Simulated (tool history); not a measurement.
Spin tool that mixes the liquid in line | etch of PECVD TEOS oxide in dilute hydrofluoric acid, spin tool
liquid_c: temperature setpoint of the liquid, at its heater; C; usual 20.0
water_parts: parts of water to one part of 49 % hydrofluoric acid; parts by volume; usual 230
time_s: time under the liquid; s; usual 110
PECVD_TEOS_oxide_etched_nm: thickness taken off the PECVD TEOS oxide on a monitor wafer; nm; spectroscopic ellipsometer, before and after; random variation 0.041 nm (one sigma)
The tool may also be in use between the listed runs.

run,day,liquid_c,water_parts,time_s,wafers since the last listed run,hours since the thermometer was replaced,hours since the hydrofluoric acid flow meter was replaced,hours since the gauge calibration,"read-back film thickness of the PECVD TEOS oxide reference wafer, read on the same gauge (nm)",PECVD_TEOS_oxide_etched_nm
1,0.000,21.0,230,95,0,2382.9,206.7,1111.2,70.03,5.79
2,2.154,20.0,230,110,321,2434.6,258.4,1162.9,70.01,6.51
3,5.738,20.0,230,110,534,2520.6,344.4,1248.9,70.01,6.47
4,7.612,20.0,230,110,279,2565.6,389.4,1293.9,70.00,6.40
5,9.671,20.0,230,110,307,2615.0,438.8,1343.3,69.99,6.37
6,11.329,20.0,230,110,247,2654.8,478.6,1383.1,70.00,6.45
# day 22.396: thermometer replaced
7,22.767,20.0,230,110,1700,8.9,753.1,1657.6,70.02,6.43
# day 25.529: gauge calibrated
8,26.917,20.0,230,110,619,108.5,852.7,33.3,70.02,6.43
9,31.058,20.0,230,110,617,207.9,952.1,132.7,70.00,6.42
10,33.229,20.0,230,110,323,260.0,1004.2,184.8,70.01,6.46
11,35.446,20.0,230,110,330,313.2,1057.4,238.0,69.98,6.43
12,37.442,24.5,315,45,297,361.1,1105.3,285.9,69.98,2.08
# day 40.838: hydrofluoric acid flow meter replaced
13,41.408,17.0,230,110,585,456.3,13.7,381.1,70.01,5.71
14,44.008,21.5,290,60,387,518.7,76.1,443.5,69.99,2.79
15,46.133,20.0,230,110,317,569.7,127.1,494.5,70.00,6.40
16,47.671,21.5,230,110,229,606.6,164.0,531.4,69.99,6.76
17,51.579,20.0,230,110,583,700.4,257.8,625.2,70.00,6.45
18,55.354,17.5,195,110,563,791.0,348.4,715.8,70.00,7.11
19,57.512,17.0,320,135,322,842.8,400.2,767.6,70.00,4.72
20,67.717,18.0,335,50,1522,1087.7,645.1,1012.5,69.99,1.70
21,70.204,18.0,230,160,371,1147.4,704.8,1072.2,69.99,8.65

3 ways to go on from here, each from the tool as it stands after run 21. What would each give?
A,70.221,20.0,230,110,2,1147.8,705.2,1072.6,?,?
B,70.221,18.5,260,85,2,1147.8,705.2,1072.6,?,?
C,70.221,20.0,140,145,2,1147.8,705.2,1072.6,?,?

run,"read-back film thickness of the PECVD TEOS oxide reference wafer, read on the same gauge (nm)",PECVD_TEOS_oxide_etched_nm
A,69.98,6.46
B,69.98,4.06
C,69.98,15.31
Without the tool's hidden state the same runs would have given:
run,PECVD_TEOS_oxide_etched_nm
A,6.46
B,4.06
C,15.31

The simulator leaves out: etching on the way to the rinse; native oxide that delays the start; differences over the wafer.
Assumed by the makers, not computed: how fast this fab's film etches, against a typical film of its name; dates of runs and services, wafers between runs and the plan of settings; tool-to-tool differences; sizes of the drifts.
